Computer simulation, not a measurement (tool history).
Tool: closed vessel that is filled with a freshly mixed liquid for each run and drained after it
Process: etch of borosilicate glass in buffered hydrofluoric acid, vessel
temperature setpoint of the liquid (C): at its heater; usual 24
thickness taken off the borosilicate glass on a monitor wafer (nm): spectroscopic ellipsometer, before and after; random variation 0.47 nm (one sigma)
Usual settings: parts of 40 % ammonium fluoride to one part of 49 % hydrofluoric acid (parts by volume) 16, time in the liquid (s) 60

run,hour,temperature setpoint of the liquid (C),parts of 40 % ammonium fluoride to one part of 49 % hydrofluoric acid (parts by volume),time in the liquid (s),wafers since the last listed run,hours since the thermometer was replaced,hours since the hydrofluoric acid flow meter was replaced,hours since the gauge calibration,"read-back film thickness of the borosilicate glass reference wafer, read on the same gauge (nm)",thickness taken off the borosilicate glass on a monitor wafer (nm)
1,0,24,13.5,60,0,39.4,897,1011.6,40,59.87
2,41.9,24,13.5,60,5368,81.3,938.9,1053.5,39.98,59.6
3,119.4,24,12,60,9929,158.8,1016.4,1131,40.03,68.3
4,171.2,24,12,60,6636,210.6,1068.2,1182.8,40.01,67.24
5,238.7,24,16,60,8648,278.1,1135.7,1250.3,40.03,50.32
6,338.8,24,16,60,12824,378.2,1235.8,1350.4,39.99,50.93
7,403.6,24,16,60,8302,443,1300.6,1415.2,40,50.67
8,510.4,24,16,60,13683,549.8,1407.4,1522,39.98,51
9,584.4,24,16,60,9480,623.8,1481.4,1596,39.99,51.65
# hour 632.3: gauge calibrated
10,651.6,24,16,60,8609,691,1548.6,19.3,39.97,52.23
11,694.9,24,16,60,5547,734.3,1591.9,62.6,40.02,51.96
12,801.2,25.5,16,60,13619,840.6,1698.2,168.9,40.04,56.02
13,846.6,25.5,16,60,5816,886,1743.6,214.3,40,57.13
14,920.6,24,16,90,9480,960,1817.6,288.3,40,79.69
15,986,24,13,60,8378,1025.4,1883,353.7,40,64.19
16,1050.5,28,16,90,8263,1089.9,1947.5,418.2,39.98,96.13
17,1087.1,24,11,85,4689,1126.5,1984.1,454.8,40.02,107.66
18,1171.5,24,16,60,10813,1210.9,2068.5,539.2,40.02,52.95
# hour 1340.3: hydrofluoric acid flow meter replaced
19,1347.7,24,16,60,22446,1387.1,7.4,715.4,40.02,47.43
# hour 1412.2: thermometer replaced
20,1439.1,22,16,95,11581,26.9,98.8,806.8,40.01,67.79
21,1487,19.5,16,60,6136,74.8,146.7,854.7,39.97,37.44
22,1584.8,20,19.5,75,12530,172.6,244.5,952.5,40,39.97
23,1639.4,22,14,60,6995,227.2,299.1,1007.1,40.01,48.99
24,1906.2,26.5,16,60,34182,494,565.9,1273.9,40.02,56.13
25,1956,24,14,50,6380,543.8,615.7,1323.7,39.99,45.36
26,2021.6,24,16,30,8404,609.4,681.3,1389.3,39.97,24.92
27,2083.9,24,16,60,7981,671.7,743.6,1451.6,40,48.86

Forecast each of these 4 alternatives for the next run:
A,2084.6,20.5,16,60,89,672.4,744.3,1452.3,?,?
B,2084.6,21,11.5,60,89,672.4,744.3,1452.3,?,?
C,2084.6,24,16,35,89,672.4,744.3,1452.3,?,?
D,2084.6,26,11,75,89,672.4,744.3,1452.3,?,?

run,"read-back film thickness of the borosilicate glass reference wafer, read on the same gauge (nm)",thickness taken off the borosilicate glass on a monitor wafer (nm)
A,39.98,40.43
B,39.98,57.62
C,39.98,28.51
D,39.98,98.41
Without the tool's hidden state the same runs would have given:
run,thickness taken off the borosilicate glass on a monitor wafer (nm)
A,38.93
B,55.48
C,27.46
D,94.78

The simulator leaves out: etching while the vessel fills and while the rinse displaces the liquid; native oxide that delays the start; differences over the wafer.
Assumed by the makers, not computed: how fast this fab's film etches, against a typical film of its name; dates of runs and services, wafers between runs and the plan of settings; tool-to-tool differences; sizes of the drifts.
